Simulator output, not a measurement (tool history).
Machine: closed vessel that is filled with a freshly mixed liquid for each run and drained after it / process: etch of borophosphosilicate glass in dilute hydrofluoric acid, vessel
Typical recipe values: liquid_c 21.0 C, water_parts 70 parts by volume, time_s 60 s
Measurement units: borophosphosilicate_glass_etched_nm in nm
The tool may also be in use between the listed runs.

run	hour	liquid_c	water_parts	time_s	read-back film thickness of the borophosphosilicate glass reference wafer, read on the same gauge (nm)	borophosphosilicate_glass_etched_nm
1	0.0	21.0	70	70	89.99	30.67
2	18.6	21.0	70	70	90.00	30.66
3	36.5	21.0	70	70	89.99	30.66
4	55.9	21.0	70	60	90.00	26.42
5	84.5	21.0	50	60	89.99	37.83
6	114.9	21.0	70	60	90.01	26.61
7	138.8	21.0	70	60	90.00	26.57
8	161.4	21.0	70	60	90.00	26.69
9	174.7	21.0	70	60	89.97	26.60
10	208.9	21.0	70	60	90.01	23.97
11	225.2	21.0	70	60	89.99	24.16
12	240.1	21.0	70	85	90.00	34.50
13	263.4	21.0	70	60	90.02	24.42
14	295.0	21.0	95	30	90.03	8.76
15	322.9	18.0	70	60	90.01	21.59
16	357.3	23.5	45	45	90.01	32.82
17	386.4	21.0	70	60	90.00	24.62
18	421.3	21.0	70	60	90.01	21.76
19	449.8	21.0	70	60	89.99	22.08
20	466.5	21.0	95	60	90.01	15.86
21	496.8	21.0	90	60	90.01	16.96
22	513.0	26.0	80	60	90.04	23.53
23	547.5	17.0	70	35	90.00	11.01
24	574.4	21.0	70	60	89.97	22.35

Taken out of this log: 4 entries between the listed runs. Where each belongs, and how the hidden state differs across it:
From run 2 to run 3: gauge calibrated (hour 30.5)
  liquid hotter than its thermometer reads (K): 2.47 -> 2.49; hydrofluoric acid flow above the setpoint (%): 9.09 -> 9.23
  the result without the hidden state subtracted from the measured one, borophosphosilicate_glass_etched_nm: +5.45 -> +5.51 nm
From run 9 to run 10: thermometer replaced (hour 188.4)
  liquid hotter than its thermometer reads (K): 2.65 -> 0.172; hydrofluoric acid flow above the setpoint (%): 10.3 -> 10.5
  the result without the hidden state subtracted from the measured one, borophosphosilicate_glass_etched_nm: +5.15 -> +2.61 nm
From run 14 to run 15: gauge calibrated (hour 319.5)
  liquid hotter than its thermometer reads (K): 0.27 -> 0.301; hydrofluoric acid flow above the setpoint (%): 11.2 -> 11.4
  the result without the hidden state subtracted from the measured one, borophosphosilicate_glass_etched_nm: +1.05 -> +2.61 nm
From run 17 to run 18: hydrofluoric acid flow meter replaced (hour 420.8)
  liquid hotter than its thermometer reads (K): 0.374 -> 0.413; hydrofluoric acid flow above the setpoint (%): 11.9 -> 0.155
  the result without the hidden state subtracted from the measured one, borophosphosilicate_glass_etched_nm: +3.14 -> +0.40 nm

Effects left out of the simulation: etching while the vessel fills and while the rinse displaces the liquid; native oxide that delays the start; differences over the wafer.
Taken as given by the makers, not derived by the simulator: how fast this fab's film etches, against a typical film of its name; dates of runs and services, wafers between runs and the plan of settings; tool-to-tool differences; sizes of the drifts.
